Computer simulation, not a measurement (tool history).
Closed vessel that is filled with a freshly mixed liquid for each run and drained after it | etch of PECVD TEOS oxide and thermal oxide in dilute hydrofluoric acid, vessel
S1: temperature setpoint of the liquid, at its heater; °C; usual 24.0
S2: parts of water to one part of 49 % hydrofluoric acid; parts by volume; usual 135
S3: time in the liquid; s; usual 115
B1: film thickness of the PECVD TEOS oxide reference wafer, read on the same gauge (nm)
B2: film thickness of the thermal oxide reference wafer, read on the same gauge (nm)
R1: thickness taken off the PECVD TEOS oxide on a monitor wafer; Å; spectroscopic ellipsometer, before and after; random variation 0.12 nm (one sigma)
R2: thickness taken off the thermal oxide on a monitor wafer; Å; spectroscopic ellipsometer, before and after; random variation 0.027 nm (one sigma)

{"run": 1, "hour": 0.0, "S1": 24.0, "S2": 135, "S3": 115, "B1": 39.97, "B2": 120.008, "R1": 127.2, "R2": 38.36}
{"run": 2, "hour": 25.2, "S1": 24.0, "S2": 175, "S3": 115, "B1": 39.97, "B2": 120.036, "R1": 94.3, "R2": 28.44}
{"run": 3, "hour": 43.9, "S1": 24.0, "S2": 175, "S3": 115, "B1": 40.05, "B2": 119.989, "R1": 93.8, "R2": 28.52}
{"run": 4, "hour": 67.9, "S1": 24.0, "S2": 175, "S3": 115, "B1": 40.02, "B2": 119.995, "R1": 95.1, "R2": 28.51}
{"run": 5, "hour": 93.3, "S1": 26.5, "S2": 135, "S3": 115, "B1": 39.98, "B2": 120.014, "R1": 142.3, "R2": 42.3}
{"run": 6, "hour": 119.0, "S1": 26.5, "S2": 135, "S3": 115, "B1": 40.0, "B2": 119.943, "R1": 141.9, "R2": 42.44}
{"run": 7, "hour": 150.9, "S1": 26.5, "S2": 135, "S3": 115, "B1": 39.99, "B2": 120.024, "R1": 141.0, "R2": 42.6}
{"run": 8, "hour": 176.3, "S1": 24.0, "S2": 135, "S3": 115, "B1": 39.97, "B2": 119.951, "R1": 127.8, "R2": 38.64}
{"run": 9, "hour": 200.3, "S1": 23.0, "S2": 135, "S3": 115, "B1": 39.98, "B2": 119.986, "R1": 123.9, "R2": 36.71}
{"run": 10, "hour": 214.8, "S1": 23.0, "S2": 135, "S3": 115, "B1": 39.99, "B2": 119.981, "R1": 124.6, "R2": 36.62}
{"hour": 229.9, "done": "hydrofluoric acid flow meter replaced"}
{"hour": 237.3, "done": "thermometer replaced"}
{"run": 11, "hour": 241.5, "S1": 24.0, "S2": 135, "S3": 115, "B1": 40.03, "B2": 119.991, "R1": 126.8, "R2": 38.27}
{"run": 12, "hour": 255.8, "S1": 24.0, "S2": 135, "S3": 115, "B1": 39.96, "B2": 119.999, "R1": 126.9, "R2": 38.62}
{"run": 13, "hour": 289.3, "S1": 24.0, "S2": 135, "S3": 115, "B1": 40.01, "B2": 120.022, "R1": 127.6, "R2": 38.62}

Run 14 comes next. What will it give?
{"run": 14, "hour": 323.6, "S1": 29.0, "S2": 185, "S3": 175, "B1": "?", "B2": "?", "R1": "?", "R2": "?"}

{"run 14": {"B1": 40.01, "B2": 120.023, "R1": 159.7, "R2": 48.46}}
Without the tool's hidden state the same run would have given R1 159.7 Å, R2 48.46 Å.
